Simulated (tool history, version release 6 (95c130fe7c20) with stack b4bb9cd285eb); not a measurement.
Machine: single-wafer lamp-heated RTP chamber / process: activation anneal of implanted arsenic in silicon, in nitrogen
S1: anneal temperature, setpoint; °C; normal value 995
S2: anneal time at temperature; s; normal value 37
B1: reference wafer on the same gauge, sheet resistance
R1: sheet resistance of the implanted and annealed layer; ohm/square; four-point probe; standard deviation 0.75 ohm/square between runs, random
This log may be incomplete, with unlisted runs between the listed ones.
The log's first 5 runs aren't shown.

{"run": 6, "hour": 62.3, "S1": 995, "S2": 37, "B1": 426.33, "R1": 496.6}
{"run": 7, "hour": 70.1, "S1": 995, "S2": 37, "B1": 426.28, "R1": 497.28}
{"run": 8, "hour": 78.9, "S1": 995, "S2": 37, "B1": 426.08, "R1": 495.86}
{"run": 9, "hour": 91.9, "S1": 995, "S2": 37, "B1": 425.65, "R1": 496.23}
{"run": 10, "hour": 123.3, "S1": 995, "S2": 37, "B1": 425.51, "R1": 495.22}
{"run": 11, "hour": 141.0, "S1": 995, "S2": 37, "B1": 425.18, "R1": 496.07}
{"run": 12, "hour": 164.6, "S1": 1013, "S2": 27, "B1": 424.96, "R1": 496.21}
{"run": 13, "hour": 177.1, "S1": 1013, "S2": 27, "B1": 424.63, "R1": 494.68}
{"run": 14, "hour": 193.8, "S1": 1013, "S2": 27, "B1": 424.66, "R1": 495.42}
{"run": 15, "hour": 205.1, "S1": 1009, "S2": 37, "B1": 424.75, "R1": 493.05}
{"run": 16, "hour": 222.5, "S1": 1009, "S2": 37, "B1": 424.75, "R1": 493.96}
{"run": 17, "hour": 237.1, "S1": 971, "S2": 37, "B1": 424.55, "R1": 495.79}
{"hour": 249.9, "done": "gauge calibrated"}
{"run": 18, "hour": 250.2, "S1": 978, "S2": 27, "B1": 429.42, "R1": 502.2}

Run 19, settings as shown, results not yet in. Your forecast:
{"hour": 261.4, "done": "pyrometer window cleaned and pyrometer calibrated"}
{"run": 19, "hour": 261.9, "S1": 970, "S2": 52, "B1": "?", "R1": "?"}

For run 19 the tool returned B1 429.21, R1 500.96 ohm/square.
With no hidden state in the tool, this same run would have given R1 500.99 ohm/square.

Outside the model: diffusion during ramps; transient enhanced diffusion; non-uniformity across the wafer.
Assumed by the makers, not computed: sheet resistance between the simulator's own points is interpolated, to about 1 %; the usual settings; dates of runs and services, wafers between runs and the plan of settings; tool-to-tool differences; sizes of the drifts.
